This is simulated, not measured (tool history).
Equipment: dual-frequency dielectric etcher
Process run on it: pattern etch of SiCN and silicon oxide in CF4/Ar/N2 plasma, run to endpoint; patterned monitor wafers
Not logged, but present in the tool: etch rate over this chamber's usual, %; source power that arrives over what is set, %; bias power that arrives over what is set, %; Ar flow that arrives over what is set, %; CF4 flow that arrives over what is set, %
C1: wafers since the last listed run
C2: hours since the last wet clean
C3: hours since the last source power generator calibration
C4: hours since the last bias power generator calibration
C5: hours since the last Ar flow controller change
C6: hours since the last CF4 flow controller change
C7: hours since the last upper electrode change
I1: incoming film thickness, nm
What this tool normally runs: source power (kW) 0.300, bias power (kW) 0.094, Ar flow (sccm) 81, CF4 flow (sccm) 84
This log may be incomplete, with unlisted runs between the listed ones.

run 1 hour=0.0 | source_power_(kW)=0.300 bias_power_(kW)=0.112 Ar_flow_(sccm)=73 CF4_flow_(sccm)=84 | C1=0 C2=322.1 C3=1775.6 C4=4526.8 C5=2526.5 C6=4198.4 C7=0.8 | I1=11.35 | endpoint_time_(s)=16.2
run 2 hour=6.3 | source_power_(kW)=0.300 bias_power_(kW)=0.112 Ar_flow_(sccm)=73 CF4_flow_(sccm)=84 | C1=51 C2=328.4 C3=1781.9 C4=4533.1 C5=2532.8 C6=4204.7 C7=7.1 | I1=11.38 | endpoint_time_(s)=16.2
run 3 hour=16.4 | source_power_(kW)=0.300 bias_power_(kW)=0.112 Ar_flow_(sccm)=73 CF4_flow_(sccm)=84 | C1=82 C2=338.5 C3=1792.0 C4=4543.2 C5=2542.9 C6=4214.8 C7=17.2 | I1=11.36 | endpoint_time_(s)=16.3
-- hour=42.3 wet clean of the chamber
run 4 hour=42.8 | source_power_(kW)=0.300 bias_power_(kW)=0.094 Ar_flow_(sccm)=81 CF4_flow_(sccm)=71 | C1=19 C2=0.5 C3=1818.4 C4=4569.6 C5=2569.3 C6=4241.2 C7=43.6 | I1=11.46 | endpoint_time_(s)=17.9
run 5 hour=63.0 | source_power_(kW)=0.300 bias_power_(kW)=0.094 Ar_flow_(sccm)=81 CF4_flow_(sccm)=71 | C1=165 C2=20.7 C3=1838.6 C4=4589.8 C5=2589.5 C6=4261.4 C7=63.8 | I1=11.40 | endpoint_time_(s)=17.8
run 6 hour=78.7 | source_power_(kW)=0.340 bias_power_(kW)=0.094 Ar_flow_(sccm)=81 CF4_flow_(sccm)=96 | C1=128 C2=36.4 C3=1854.3 C4=4605.5 C5=2605.2 C6=4277.1 C7=79.5 | I1=11.48 | endpoint_time_(s)=16.0
run 7 hour=88.6 | source_power_(kW)=0.280 bias_power_(kW)=0.087 Ar_flow_(sccm)=81 CF4_flow_(sccm)=97 | C1=81 C2=46.3 C3=1864.2 C4=4615.4 C5=2615.1 C6=4287.0 C7=89.4 | I1=11.57 | endpoint_time_(s)=18.9
run 8 hour=105.6 | source_power_(kW)=0.270 bias_power_(kW)=0.094 Ar_flow_(sccm)=65 CF4_flow_(sccm)=84 | C1=139 C2=63.3 C3=1881.2 C4=4632.4 C5=2632.1 C6=4304.0 C7=106.4 | I1=11.41 | endpoint_time_(s)=18.4
run 9 hour=114.3 | source_power_(kW)=0.300 bias_power_(kW)=0.094 Ar_flow_(sccm)=81 CF4_flow_(sccm)=104 | C1=71 C2=72.0 C3=1889.9 C4=4641.1 C5=2640.8 C6=4312.7 C7=115.1 | I1=11.50 | endpoint_time_(s)=17.3
run 10 hour=124.9 | source_power_(kW)=0.340 bias_power_(kW)=0.094 Ar_flow_(sccm)=81 CF4_flow_(sccm)=84 | C1=87 C2=82.6 C3=1900.5 C4=4651.7 C5=2651.4 C6=4323.3 C7=125.7 | I1=11.35 | endpoint_time_(s)=16.2
run 11 hour=136.5 | source_power_(kW)=0.300 bias_power_(kW)=0.094 Ar_flow_(sccm)=95 CF4_flow_(sccm)=84 | C1=95 C2=94.2 C3=1912.1 C4=4663.3 C5=2663.0 C6=4334.9 C7=137.3 | I1=11.49 | endpoint_time_(s)=17.9
-- hour=146.2 bias power generator calibrated
run 12 hour=150.1 | source_power_(kW)=0.300 bias_power_(kW)=0.094 Ar_flow_(sccm)=81 CF4_flow_(sccm)=98 | C1=78 C2=107.8 C3=1925.7 C4=3.9 C5=2676.6 C6=4348.5 C7=150.9 | I1=11.44 | endpoint_time_(s)=17.2
-- hour=156.4 source power generator calibrated
run 13 hour=165.1 | source_power_(kW)=0.300 bias_power_(kW)=0.075 Ar_flow_(sccm)=81 CF4_flow_(sccm)=84 | C1=90 C2=122.8 C3=8.7 C4=18.9 C5=2691.6 C6=4363.5 C7=165.9 | I1=11.33 | endpoint_time_(s)=19.5
run 14 hour=171.6 | source_power_(kW)=0.300 bias_power_(kW)=0.112 Ar_flow_(sccm)=73 CF4_flow_(sccm)=84 | C1=53 C2=129.3 C3=15.2 C4=25.4 C5=2698.1 C6=4370.0 C7=172.4 | I1=11.36 | endpoint_time_(s)=15.9
run 15 hour=185.7 | source_power_(kW)=0.300 bias_power_(kW)=0.094 Ar_flow_(sccm)=81 CF4_flow_(sccm)=84 | C1=115 C2=143.4 C3=29.3 C4=39.5 C5=2712.2 C6=4384.1 C7=186.5 | I1=11.44 | endpoint_time_(s)=17.6
run 16 hour=192.5 | source_power_(kW)=0.330 bias_power_(kW)=0.110 Ar_flow_(sccm)=90 CF4_flow_(sccm)=92 | C1=55 C2=150.2 C3=36.1 C4=46.3 C5=2719.0 C6=4390.9 C7=193.3 | I1=11.48 | endpoint_time_(s)=15.5
-- hour=207.5 Ar flow controller replaced
-- hour=208.6 CF4 flow controller replaced
run 17 hour=209.1 | source_power_(kW)=0.300 bias_power_(kW)=0.094 Ar_flow_(sccm)=81 CF4_flow_(sccm)=105 | C1=78 C2=166.8 C3=52.7 C4=62.9 C5=1.6 C6=0.5 C7=209.9 | I1=11.38 | endpoint_time_(s)=17.2
run 18 hour=217.7 | source_power_(kW)=0.240 bias_power_(kW)=0.094 Ar_flow_(sccm)=81 CF4_flow_(sccm)=94 | C1=70 C2=175.4 C3=61.3 C4=71.5 C5=10.2 C6=9.1 C7=218.5 | I1=11.44 | endpoint_time_(s)=20.1
run 19 hour=229.7 | source_power_(kW)=0.330 bias_power_(kW)=0.094 Ar_flow_(sccm)=81 CF4_flow_(sccm)=71 | C1=98 C2=187.4 C3=73.3 C4=83.5 C5=22.2 C6=21.1 C7=230.5 | I1=11.43 | endpoint_time_(s)=17.1
run 20 hour=275.9 | source_power_(kW)=0.300 bias_power_(kW)=0.104 Ar_flow_(sccm)=87 CF4_flow_(sccm)=84 | C1=379 C2=233.6 C3=119.5 C4=129.7 C5=68.4 C6=67.3 C7=276.7 | I1=11.37 | endpoint_time_(s)=17.0
run 21 hour=283.5 | source_power_(kW)=0.300 bias_power_(kW)=0.094 Ar_flow_(sccm)=100 CF4_flow_(sccm)=95 | C1=62 C2=241.2 C3=127.1 C4=137.3 C5=76.0 C6=74.9 C7=284.3 | I1=11.34 | endpoint_time_(s)=17.7
run 22 hour=298.5 | source_power_(kW)=0.330 bias_power_(kW)=0.094 Ar_flow_(sccm)=63 CF4_flow_(sccm)=84 | C1=123 C2=256.2 C3=142.1 C4=152.3 C5=91.0 C6=89.9 C7=299.3 | I1=11.34 | endpoint_time_(s)=16.3
run 23 hour=314.6 | source_power_(kW)=0.300 bias_power_(kW)=0.117 Ar_flow_(sccm)=64 CF4_flow_(sccm)=84 | C1=132 C2=272.3 C3=158.2 C4=168.4 C5=107.1 C6=106.0 C7=315.4 | I1=11.33 | endpoint_time_(s)=15.6
run 24 hour=320.9 | source_power_(kW)=0.300 bias_power_(kW)=0.094 Ar_flow_(sccm)=81 CF4_flow_(sccm)=84 | C1=51 C2=278.6 C3=164.5 C4=174.7 C5=113.4 C6=112.3 C7=321.7 | I1=11.42 | endpoint_time_(s)=17.8
run 25 hour=331.0 | source_power_(kW)=0.300 bias_power_(kW)=0.094 Ar_flow_(sccm)=81 CF4_flow_(sccm)=84 | C1=82 C2=288.7 C3=174.6 C4=184.8 C5=123.5 C6=122.4 C7=331.8 | I1=11.35 | endpoint_time_(s)=17.7

The tool's hidden state at each run:
source power that arrives over what is set, %: 0 across all the runs
bias power that arrives over what is set, %: 0 across all the runs
Ar flow that arrives over what is set, %: 0 across all the runs
CF4 flow that arrives over what is set, %: 0 across all the runs
H1: etch rate over this chamber's usual, %
run=1 H1=-2.52
run=2 H1=-2.56
run=3 H1=-2.63
run=4 H1=-0.27
run=5 H1=-0.403
run=6 H1=-0.507
run=7 H1=-0.572
run=8 H1=-0.684
run=9 H1=-0.742
run=10 H1=-0.812
run=11 H1=-0.889
run=12 H1=-0.978
run=13 H1=-1.08
run=14 H1=-1.12
run=15 H1=-1.21
run=16 H1=-1.26
run=17 H1=-1.37
run=18 H1=-1.42
run=19 H1=-1.5
run=20 H1=-1.81
run=21 H1=-1.86
run=22 H1=-1.96
run=23 H1=-2.06
run=24 H1=-2.11
run=25 H1=-2.17
